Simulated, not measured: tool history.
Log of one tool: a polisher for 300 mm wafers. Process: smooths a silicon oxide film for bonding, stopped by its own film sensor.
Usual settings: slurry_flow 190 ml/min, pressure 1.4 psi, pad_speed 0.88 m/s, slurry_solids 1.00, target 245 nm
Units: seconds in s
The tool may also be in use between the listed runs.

run	hour	slurry_flow	pressure	pad_speed	slurry_solids	target	wafers since the last listed run	wafers polished on this pad	hours since the slurry nozzle was cleaned	hours since the head pressure was calibrated	hours since the slurry blender was calibrated	incoming thickness of the incoming film, nm	seconds
1	0.0	190	1.4	0.88	1.00	245	0	3019	201.5	981.1	402.0	277.1	97.1
# hour 10.3: slurry blender recalibrated
# hour 83.6: head pressure recalibrated
2	84.1	190	1.4	0.88	1.00	245	1230	4249	285.6	0.5	73.8	285.2	102.0
# hour 135.9: worn pad replaced by a new one
3	150.6	190	1.4	0.88	1.00	245	960	225	352.1	67.0	140.3	280.1	94.4
4	235.6	190	1.4	0.88	1.00	245	1305	1531	437.1	152.0	225.3	282.1	104.3
5	317.8	190	1.4	0.88	1.00	245	1262	2793	519.3	234.2	307.5	278.7	103.7
# hour 348.5: slurry blender recalibrated
# hour 365.0: slurry nozzle cleaned
6	404.6	150	1.4	1.02	1.00	245	1287	4080	39.6	321.0	56.1	279.4	73.2
7	448.7	150	1.4	1.02	1.00	245	677	4758	83.7	365.1	100.2	281.2	83.0
8	485.4	190	1.4	0.88	1.00	245	563	5322	120.4	401.8	136.9	276.8	85.6
9	524.1	190	1.1	0.88	1.00	245	594	5916	159.1	440.5	175.6	279.8	113.0
# hour 554.1: worn pad replaced by a new one
10	603.1	190	1.1	0.88	1.00	245	1152	752	238.1	519.5	254.6	279.6	122.6
11	677.9	190	1.4	0.88	1.00	245	1148	1901	312.9	594.3	329.4	278.0	95.5
# hour 754.6: slurry blender recalibrated
12	767.5	190	1.4	0.88	1.00	245	1345	3246	402.5	683.9	12.9	283.2	92.5
13	867.9	190	1.4	0.88	1.00	245	1542	4789	502.9	784.3	113.3	279.3	96.8
# hour 928.1: slurry nozzle cleaned
# hour 930.4: worn pad replaced by a new one
14	972.2	190	1.4	0.88	1.00	245	1551	641	44.1	888.6	217.6	282.8	99.9
# hour 1058.0: head pressure recalibrated
15	1065.9	135	1.4	1.12	1.00	253	1408	2050	137.8	7.9	311.3	279.0	66.7
16	1112.8	190	1.4	0.88	1.10	251	720	2770	184.7	54.8	358.2	280.5	81.5
# hour 1131.2: slurry blender recalibrated
17	1157.6	190	1.4	0.88	1.00	245	657	3427	229.5	99.6	26.4	279.4	83.2
18	1213.8	190	1.4	0.88	1.00	245	863	4291	285.7	155.8	82.6	276.7	84.9
19	1307.2	190	1.4	0.88	1.00	245	1434	5725	379.1	249.2	176.0	282.5	105.3
# hour 1353.2: worn pad replaced by a new one
20	1353.7	190	1.6	0.88	0.75	245	652	8	425.6	295.7	222.5	278.0	99.1
21	1409.4	165	1.4	0.88	1.00	254	855	863	481.3	351.4	278.2	275.3	65.0
# hour 1444.8: slurry nozzle cleaned
# hour 1466.3: slurry blender recalibrated
22	1466.8	190	1.4	0.88	1.00	245	835	1699	22.0	408.8	0.5	282.6	84.8
23	1521.8	135	1.0	0.88	0.80	245	844	2544	77.0	463.8	55.5	279.8	137.6
24	1605.2	190	1.4	1.00	1.30	245	1281	3825	160.4	547.2	138.9	279.3	73.2
# hour 1689.8: worn pad replaced by a new one
25	1705.3	190	1.4	0.88	0.75	245	1476	237	260.5	647.3	239.0	283.3	129.8
26	1780.3	190	1.4	0.88	1.00	245	1152	1389	335.5	722.3	314.0	284.7	115.8
# hour 1812.8: slurry blender recalibrated
27	1822.6	190	1.4	0.88	1.20	251	619	2008	377.8	764.6	9.8	279.9	62.5
28	1901.9	170	1.1	0.88	0.90	234	1218	3226	457.1	843.9	89.1	280.4	163.8

Forecast each of these 3 alternatives for the next run:
A	1902.3	190	1.4	0.88	1.00	245	6	3232	457.5	844.3	89.5	284.2	?
B	1902.3	240	1.4	0.88	1.00	245	6	3232	457.5	844.3	89.5	284.2	?
C	1902.3	240	1.2	0.88	1.20	233	6	3232	457.5	844.3	89.5	284.2	?

run	seconds
A	105.0
B	100.8
C	138.3
Without the tool's hidden state the same runs would have given:
run	seconds
A	87.8
B	85.5
C	118.4
